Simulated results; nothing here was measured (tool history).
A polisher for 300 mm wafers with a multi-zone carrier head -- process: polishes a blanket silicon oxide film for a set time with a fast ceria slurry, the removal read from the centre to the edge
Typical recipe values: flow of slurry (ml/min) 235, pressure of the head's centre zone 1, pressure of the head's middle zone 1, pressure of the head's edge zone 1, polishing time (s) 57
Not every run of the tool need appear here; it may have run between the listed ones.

run,hour,flow of slurry (ml/min),pressure of the head's centre zone,pressure of the head's middle zone,pressure of the head's edge zone,polishing time (s),"incoming thickness of the incoming film, nm",film removed at the wafer's centre (Å),film removed at mid-radius (Å),film removed at the wafer's edge (Å)
1,0,235,1,1.05,0.97,57,2140.5,7605,7971,7451
2,25.3,235,1,1.05,0.97,57,2137.9,7466,7828,7528
3,41.7,200,1,1,1,43,2184.9,5481,5631,5666
4,74.1,200,1,1,1,43,2153.4,5650,5605,5744
# hour 78.6: worn pad replaced by a new one
5,106.5,170,1,1,1.1,57,2147.9,7263,7235,7720
# hour 112.2: centre zone pressure recalibrated
6,134.1,235,1,1,1,57,2129.5,7715,7557,7459
7,147,235,1,1,1,57,2149.6,7431,7732,7804
8,176.3,235,0.97,1,1.08,69,2124.2,8874,9028,9646
9,208.8,290,1,1,1,57,2118.1,7784,7763,7739
# hour 227.9: slurry nozzle cleaned
10,228.4,235,1,0.96,1,57,2176,7579,7359,7485
11,250.9,235,1,1,1,57,2166.7,7575,7654,7628

The next listed run, before its measurement:
12,267,235,1,0.94,1,57,2126.3,?,?,?

For run 12 the tool returned film removed at the wafer's centre (Å) 7533, film removed at mid-radius (Å) 7178, film removed at the wafer's edge (Å) 7638.
Take away the tool's hidden state, keep the run-to-run variation as it was, and the same run would have given film removed at the wafer's centre (Å) 7533, film removed at mid-radius (Å) 7178, film removed at the wafer's edge (Å) 7638.
